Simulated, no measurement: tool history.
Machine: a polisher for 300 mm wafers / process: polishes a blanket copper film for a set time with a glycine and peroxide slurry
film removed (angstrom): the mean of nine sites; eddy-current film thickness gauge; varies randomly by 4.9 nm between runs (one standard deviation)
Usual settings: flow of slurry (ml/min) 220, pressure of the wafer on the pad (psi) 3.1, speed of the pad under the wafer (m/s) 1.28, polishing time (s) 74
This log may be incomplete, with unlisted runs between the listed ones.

run     day  flow of slurry (ml/min)  pressure of the wafer on the pad (psi)  speed of the pad under the wafer (m/s)  polishing time (s)  wafers since the last listed run  wafers polished on this pad  hours since the slurry nozzle was cleaned  hours since the head pressure was calibrated  incoming thickness of the incoming film, nm  film removed (angstrom)
  1       0                      220                                     2.5                                    1.28                  88                                 0                         1125                                        197                                           509                                       2248.8                     5360
  2   1.908                      220                                     3.1                                    1.28                  74                               324                         1449                                      242.8                                         554.8                                       2281.8                     5210
      4.229  -- worn pad replaced by a new one
  3   4.392                      220                                     3.1                                    1.28                  74                               393                           27                                      302.4                                         614.4                                         2279                     5653
  4   6.846                      220                                     3.1                                    1.28                  74                               416                          444                                      361.3                                         673.3                                       2263.1                     5529
  5   9.421                      220                                     3.1                                    1.28                  74                               437                          881                                      423.1                                         735.1                                       2278.3                     5447
  6  12.154                      220                                     3.1                                    1.28                  74                               464                         1345                                      488.7                                         800.7                                       2275.7                     5348
  7  15.042                      220                                     3.1                                    1.28                  74                               490                         1836                                        558                                           870                                       2302.2                     5209
     17.175  -- worn pad replaced by a new one
  8  17.196                      220                                     3.1                                    1.28                  74                               337                            3                                      609.7                                         921.7                                       2299.2                     5601
  9  19.538                      220                                     3.1                                    1.28                  74                               397                          401                                      665.9                                         977.9                                       2249.5                     5498
      20.05  -- slurry nozzle cleaned
     21.121  -- head pressure recalibrated
 10  23.079                      220                                     3.1                                    1.28                  74                               580                          981                                       72.7                                            47                                       2277.3                     5407
 11  27.333                      220                                     3.1                                    1.28                  74                               722                         1703                                      174.8                                         149.1                                       2305.4                     5132
 12  29.029                      220                                     2.7                                    1.28                  74                               287                         1991                                      215.5                                         189.8                                       2328.8                     4581
     30.171  -- worn pad replaced by a new one, of another model than before
 13  31.758                      295                                     4.1                                    1.28                  74                               435                          269                                        281                                         255.3                                       2292.6                     6619
 14  33.558                      175                                     3.1                                    1.56                  74                               305                          575                                      324.2                                         298.5                                       2283.4                     6494
 15  36.008                      220                                     3.1                                    1.28                  74                               416                          991                                        383                                         357.3                                       2262.1                     5360
 16  38.221                      150                                     3.1                                    1.28                  83                               375                         1367                                      436.1                                         410.4                                         2288                     5630
     40.346  -- worn pad replaced by a new one
 17  40.367                      220                                     2.6                                     1.1                  74                               336                            3                                      487.6                                         461.9                                       2269.6                     4451
 18  44.554                      200                                     2.7                                     0.9                  66                               711                          714                                      588.1                                         562.4                                       2252.5                     3260
 19  46.212                      145                                     3.1                                     1.4                  57                               281                          996                                      627.9                                         602.2                                       2282.6                     4281
 20  48.688                      220                                     2.6                                    1.28                  74                               420                         1416                                      687.3                                         661.6                                       2295.7                     4983
 21    51.7                      195                                     3.4                                    1.16                  95                               511                         1928                                      759.6                                         733.9                                       2280.9                     6358
     51.867  -- slurry nozzle cleaned
     53.529  -- worn pad replaced by a new one
 22  55.517                      175                                     3.1                                    1.44                  74                               612                          337                                       87.6                                         825.5                                       2254.2                     5975
 23  59.608                      220                                     3.1                                    1.28                  74                               694                         1032                                      185.8                                         923.7                                       2301.4                     5424

What differs in the tool's unlogged condition from the final listed run ahead of each entry between runs to the first listed run following it?
Run 2 -> run 3: worn pad replaced by a new one (day 4.229)
  removal rate lost through wear of the pad, %: 5.26 -> 0.279
  measured less the result without the state, film removed (angstrom): -289 -> -16
Run 7 -> run 8: worn pad replaced by a new one (day 17.175)
  removal rate lost through wear of the pad, %: 6.39 -> 0.573
  measured less the result without the state, film removed (angstrom): -356 -> -32
Run 9 -> run 10: slurry nozzle cleaned (day 20.05); head pressure recalibrated (day 21.121)
  removal rate lost through wear of the pad, %: 1.92 -> 3.95
  measured less the result without the state, film removed (angstrom): -107 -> -222
Run 12 -> run 13: worn pad replaced by a new one, of another model than before (day 30.171)
  removal rate lost through wear of the pad, %: 7.37 -> 1.21
  measured less the result without the state, film removed (angstrom): -364 -> -81
Run 16 -> run 17: worn pad replaced by a new one (day 40.346)
  removal rate lost through wear of the pad, %: 4.92 -> 0.127
  measured less the result without the state, film removed (angstrom): -291 -> -6
Run 21 -> run 22: slurry nozzle cleaned (day 51.867); worn pad replaced by a new one (day 53.529)
  removal rate lost through wear of the pad, %: 6.63 -> 1.63
  measured less the result without the state, film removed (angstrom): -452 -> -99
